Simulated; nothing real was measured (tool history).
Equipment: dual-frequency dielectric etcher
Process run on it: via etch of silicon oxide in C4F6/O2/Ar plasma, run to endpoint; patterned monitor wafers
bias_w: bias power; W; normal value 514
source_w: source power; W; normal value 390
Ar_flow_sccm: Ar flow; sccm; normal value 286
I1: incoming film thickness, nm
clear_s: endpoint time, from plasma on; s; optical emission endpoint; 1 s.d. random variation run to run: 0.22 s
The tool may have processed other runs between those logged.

run 1 day=0 | bias_w=514 source_w=370 Ar_flow_sccm=286 | I1=119.5 | clear_s=28.2
run 2 day=1.871 | bias_w=514 source_w=370 Ar_flow_sccm=286 | I1=119.7 | clear_s=28.4
run 3 day=3.538 | bias_w=514 source_w=390 Ar_flow_sccm=286 | I1=119.7 | clear_s=28
run 4 day=5.642 | bias_w=514 source_w=390 Ar_flow_sccm=286 | I1=119.9 | clear_s=27.7
run 5 day=9.408 | bias_w=514 source_w=390 Ar_flow_sccm=286 | I1=118.6 | clear_s=28.1
run 6 day=12.85 | bias_w=514 source_w=390 Ar_flow_sccm=286 | I1=119.7 | clear_s=28.2
run 7 day=14.65 | bias_w=514 source_w=390 Ar_flow_sccm=286 | I1=119.4 | clear_s=28.3
run 8 day=18.038 | bias_w=514 source_w=390 Ar_flow_sccm=286 | I1=118.6 | clear_s=27.8
-- day=19.121 wet clean of the chamber
run 9 day=19.888 | bias_w=479 source_w=390 Ar_flow_sccm=286 | I1=120.1 | clear_s=29.2
run 10 day=22.012 | bias_w=479 source_w=390 Ar_flow_sccm=286 | I1=117.1 | clear_s=28.4
run 11 day=25.662 | bias_w=514 source_w=390 Ar_flow_sccm=243 | I1=118.9 | clear_s=27.9
run 12 day=28.804 | bias_w=514 source_w=390 Ar_flow_sccm=243 | I1=119 | clear_s=28.4
run 13 day=32.012 | bias_w=461 source_w=390 Ar_flow_sccm=286 | I1=120.2 | clear_s=30.7
-- day=33.638 wet clean of the chamber, repeated, since the last time left the tool worse
run 14 day=34.329 | bias_w=390 source_w=470 Ar_flow_sccm=256 | I1=119.4 | clear_s=26.9
run 15 day=38.588 | bias_w=514 source_w=390 Ar_flow_sccm=227 | I1=118.9 | clear_s=26.4
run 16 day=42.05 | bias_w=514 source_w=450 Ar_flow_sccm=286 | I1=119.4 | clear_s=26
run 17 day=44.362 | bias_w=514 source_w=420 Ar_flow_sccm=286 | I1=120 | clear_s=27.5
-- day=45.321 source power generator calibrated
-- day=47.583 bias power generator calibrated
run 18 day=48.608 | bias_w=598 source_w=450 Ar_flow_sccm=327 | I1=118.8 | clear_s=25.6
run 19 day=50.342 | bias_w=390 source_w=470 Ar_flow_sccm=256 | I1=119.1 | clear_s=27.7
run 20 day=51.975 | bias_w=514 source_w=420 Ar_flow_sccm=356 | I1=118.6 | clear_s=28.9
-- day=53.346 wet clean of the chamber
run 21 day=55.9 | bias_w=481 source_w=320 Ar_flow_sccm=318 | I1=119.3 | clear_s=30.3
-- day=57.471 upper electrode replaced
run 22 day=57.6 | bias_w=408 source_w=330 Ar_flow_sccm=223 | I1=119.6 | clear_s=29.3
run 23 day=60.417 | bias_w=407 source_w=390 Ar_flow_sccm=265 | I1=118.5 | clear_s=28.7
-- day=61.221 Ar flow controller replaced
run 24 day=62.292 | bias_w=514 source_w=390 Ar_flow_sccm=286 | I1=118.8 | clear_s=27.8
-- day=69.496 wet clean of the chamber
run 25 day=73.758 | bias_w=514 source_w=470 Ar_flow_sccm=310 | I1=118.8 | clear_s=26.1
run 26 day=77.429 | bias_w=514 source_w=390 Ar_flow_sccm=286 | I1=120.8 | clear_s=28.1
run 27 day=79.871 | bias_w=514 source_w=390 Ar_flow_sccm=286 | I1=119.3 | clear_s=27.7

Consider 3 possible next runs. They are alternatives, not a sequence: every one starts from the tool as it was left by run 27. What does each give?
run A day=79.888 | bias_w=514 source_w=390 Ar_flow_sccm=286 | I1=118.6 | clear_s=?
run B day=79.888 | bias_w=614 source_w=480 Ar_flow_sccm=286 | I1=118.6 | clear_s=?
run C day=79.888 | bias_w=514 source_w=350 Ar_flow_sccm=286 | I1=118.6 | clear_s=?

run=A clear_s=27.8
run=B clear_s=24.4
run=C clear_s=29
The same runs, with their run-to-run variation unchanged, on a tool lacking any hidden condition would have given:
run=A clear_s=27.4
run=B clear_s=24
run=C clear_s=28.5

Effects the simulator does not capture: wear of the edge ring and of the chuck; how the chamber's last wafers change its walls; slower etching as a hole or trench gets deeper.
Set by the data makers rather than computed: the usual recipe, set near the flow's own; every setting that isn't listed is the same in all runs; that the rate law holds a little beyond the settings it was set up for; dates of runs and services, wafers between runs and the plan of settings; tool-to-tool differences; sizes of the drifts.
